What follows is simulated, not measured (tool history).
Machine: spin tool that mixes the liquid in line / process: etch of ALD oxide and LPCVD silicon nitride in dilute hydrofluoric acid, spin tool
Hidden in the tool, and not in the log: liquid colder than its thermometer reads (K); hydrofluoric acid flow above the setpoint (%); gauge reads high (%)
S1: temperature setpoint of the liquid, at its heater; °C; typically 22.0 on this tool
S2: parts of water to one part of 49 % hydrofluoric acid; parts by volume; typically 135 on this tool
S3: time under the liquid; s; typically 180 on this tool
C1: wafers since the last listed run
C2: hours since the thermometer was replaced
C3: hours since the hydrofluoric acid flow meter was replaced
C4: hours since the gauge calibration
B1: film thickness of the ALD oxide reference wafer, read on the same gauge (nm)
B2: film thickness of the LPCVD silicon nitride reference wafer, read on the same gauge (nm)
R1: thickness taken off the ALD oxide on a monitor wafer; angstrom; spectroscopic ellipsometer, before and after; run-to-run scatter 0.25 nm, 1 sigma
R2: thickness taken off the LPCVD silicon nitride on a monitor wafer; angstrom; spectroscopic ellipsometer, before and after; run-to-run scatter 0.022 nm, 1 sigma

run,day,S1,S2,S3,C1,C2,C3,C4,B1,B2,R1,R2
1,0.000,22.0,135,180,0,2074.6,180.9,179.7,50.03,70.008,278.7,5.13
2,0.650,22.0,160,180,89,2090.2,196.5,195.3,49.99,69.994,231.6,4.21
3,1.192,22.0,85,180,74,2103.2,209.5,208.3,49.98,70.044,477.8,7.80
4,2.396,22.0,85,180,164,2132.1,238.4,237.2,49.98,70.035,474.0,8.41
5,3.338,22.0,155,180,128,2154.7,261.0,259.8,49.99,70.005,238.1,4.47
6,4.054,22.0,155,180,98,2171.9,278.2,277.0,50.02,70.016,241.1,4.67
7,4.783,22.0,155,180,99,2189.4,295.7,294.5,50.00,69.976,239.0,4.78
8,6.150,24.0,135,180,187,2222.2,328.5,327.3,50.00,70.017,308.4,5.92
9,7.950,24.0,135,180,246,2265.4,371.7,370.5,49.98,69.999,306.5,5.97
10,9.400,22.0,135,180,198,2300.2,406.5,405.3,50.03,69.986,283.2,5.10
# day 10.675: thermometer replaced
11,10.842,22.0,135,180,191,4.0,441.1,439.9,49.98,69.978,286.7,5.16
# day 14.538: hydrofluoric acid flow meter replaced
12,15.171,18.5,135,180,587,107.9,15.2,543.8,49.99,69.960,249.0,4.41
13,16.604,26.5,135,75,196,142.3,49.6,578.2,50.03,70.008,138.8,2.85
14,18.033,17.5,135,180,195,176.6,83.9,612.5,50.00,70.002,239.9,3.93
15,19.221,22.0,135,180,162,205.1,112.4,641.0,49.98,69.933,283.7,5.00
16,20.596,22.0,135,180,188,238.1,145.4,674.0,49.95,70.028,282.8,5.46
17,23.658,20.5,200,180,419,311.6,218.9,747.5,50.00,69.979,168.4,2.98
18,24.800,26.5,135,75,156,339.0,246.3,774.9,49.99,70.019,142.1,2.94
# day 24.929: gauge calibrated
19,26.071,18.0,105,230,174,369.5,276.8,27.4,50.01,69.948,403.2,6.79
20,26.608,23.5,110,90,73,382.4,289.7,40.3,49.98,69.976,189.2,3.63
21,27.975,22.0,135,180,187,415.2,322.5,73.1,49.99,69.989,282.5,5.69
22,28.500,22.0,105,180,71,427.8,335.1,85.7,49.99,69.957,373.7,6.51
23,29.038,20.0,80,235,73,440.7,348.0,98.6,50.03,70.012,613.0,10.46

Run 24 has not been measured yet. What should we expect?
24,29.808,20.5,135,260,105,459.2,366.5,117.1,?,?,?,?

B1: 50.02
B2: 70.008
R1: 383.4 angstrom
R2: 7.03 angstrom
Were there no unlogged condition in the tool, this run, its random variation unchanged, would have produced R1 383.4 angstrom, R2 7.03 angstrom.
